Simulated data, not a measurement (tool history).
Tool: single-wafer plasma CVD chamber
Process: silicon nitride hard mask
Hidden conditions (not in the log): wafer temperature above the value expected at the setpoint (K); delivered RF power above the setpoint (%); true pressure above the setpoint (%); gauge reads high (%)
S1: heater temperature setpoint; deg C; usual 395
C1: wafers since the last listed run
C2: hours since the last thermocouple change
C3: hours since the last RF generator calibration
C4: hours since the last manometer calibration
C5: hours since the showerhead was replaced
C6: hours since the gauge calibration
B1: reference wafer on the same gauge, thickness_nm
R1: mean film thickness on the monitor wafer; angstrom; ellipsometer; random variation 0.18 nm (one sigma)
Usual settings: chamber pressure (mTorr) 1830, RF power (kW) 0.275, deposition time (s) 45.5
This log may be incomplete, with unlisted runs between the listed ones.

Run 1, hour 0: usual settings; C1 0; C2 2028.7; C3 1945.4; C4 2880.5; C5 5294.1; C6 26.2; B1 49.732. Result: R1 527.7 angstrom.
Run 2, hour 13.7: usual settings; C1 166; C2 2042.4; C3 1959.1; C4 2894.2; C5 5307.8; C6 39.9; B1 49.718. Result: R1 528.76 angstrom.
Run 3, hour 23.3: usual settings; C1 116; C2 2052; C3 1968.7; C4 2903.8; C5 5317.4; C6 49.5; B1 49.765. Result: R1 530.1 angstrom.
Run 4, hour 35.1: usual settings but RF power (kW) 0.25; C1 143; C2 2063.8; C3 1980.5; C4 2915.6; C5 5329.2; C6 61.3; B1 49.742. Result: R1 487.38 angstrom.
Run 5, hour 44.3: usual settings; C1 111; C2 2073; C3 1989.7; C4 2924.8; C5 5338.4; C6 70.5; B1 49.741. Result: R1 530.8 angstrom.
Run 6, hour 54.5: usual settings; C1 123; C2 2083.2; C3 1999.9; C4 2935; C5 5348.6; C6 80.7; B1 49.737. Result: R1 528.72 angstrom.
Run 7, hour 69.4: usual settings; C1 180; C2 2098.1; C3 2014.8; C4 2949.9; C5 5363.5; C6 95.6; B1 49.702. Result: R1 530.49 angstrom.
Run 8, hour 79.5: usual settings; C1 122; C2 2108.2; C3 2024.9; C4 2960; C5 5373.6; C6 105.7; B1 49.706. Result: R1 529.45 angstrom.
At hour 92.2: RF generator calibrated.
At hour 103.3: showerhead replaced.
At hour 109.2: thermocouple changed; heater temperature recalibrated.
Run 9, hour 109.7: usual settings; C1 100; C2 0.5; C3 17.5; C4 2990.2; C5 6.4; C6 135.9; B1 49.676. Result: R1 531.65 angstrom.
Run 10, hour 110: usual settings but S1 385 deg C; C1 3; C2 0.8; C3 17.8; C4 2990.5; C5 6.7; C6 136.2; B1 49.657. Result: R1 535.49 angstrom.
Run 11, hour 153.1: usual settings but S1 381 deg C, chamber pressure (mTorr) 1510, RF power (kW) 0.31, deposition time (s) 52; C1 523; C2 43.9; C3 60.9; C4 3033.6; C5 49.8; C6 179.3; B1 49.647. Result: R1 632.38 angstrom.
Run 12, hour 164.4: usual settings but S1 381 deg C, chamber pressure (mTorr) 1510, RF power (kW) 0.31, deposition time (s) 52; C1 137; C2 55.2; C3 72.2; C4 3044.9; C5 61.1; C6 190.6; B1 49.793. Result: R1 629.03 angstrom.
Run 13, hour 171.6: usual settings but chamber pressure (mTorr) 1990, RF power (kW) 0.225, deposition time (s) 36.6; C1 87; C2 62.4; C3 79.4; C4 3052.1; C5 68.3; C6 197.8; B1 49.676. Result: R1 366.49 angstrom.
At hour 174.7: gauge calibrated.
At hour 191: capacitance manometer re-zeroed and calibrated.
Run 14, hour 191.5: usual settings but chamber pressure (mTorr) 2220, RF power (kW) 0.32; C1 144; C2 82.3; C3 99.3; C4 0.5; C5 88.2; C6 16.8; B1 49.602. Result: R1 633.32 angstrom.
Run 15, hour 205.1: usual settings but RF power (kW) 0.22; C1 165; C2 95.9; C3 112.9; C4 14.1; C5 101.8; C6 30.4; B1 49.614. Result: R1 435.56 angstrom.
Run 16, hour 214.2: usual settings but S1 399 deg C, deposition time (s) 42.5; C1 110; C2 105; C3 122; C4 23.2; C5 110.9; C6 39.5; B1 49.733. Result: R1 494.96 angstrom.
Run 17, hour 230.2: usual settings; C1 194; C2 121; C3 138; C4 39.2; C5 126.9; C6 55.5; B1 49.708. Result: R1 530.74 angstrom.
Run 18, hour 246.4: usual settings; C1 196; C2 137.2; C3 154.2; C4 55.4; C5 143.1; C6 71.7; B1 49.66. Result: R1 528.6 angstrom.

List, for all runs, the conditions of the tool that the log does not record:
wafer temperature above the value expected at the setpoint (K): 0 on each run
delivered RF power above the setpoint (%): 0 on each run
true pressure above the setpoint (%): 0 on each run
gauge reads high (%): 0 on each run
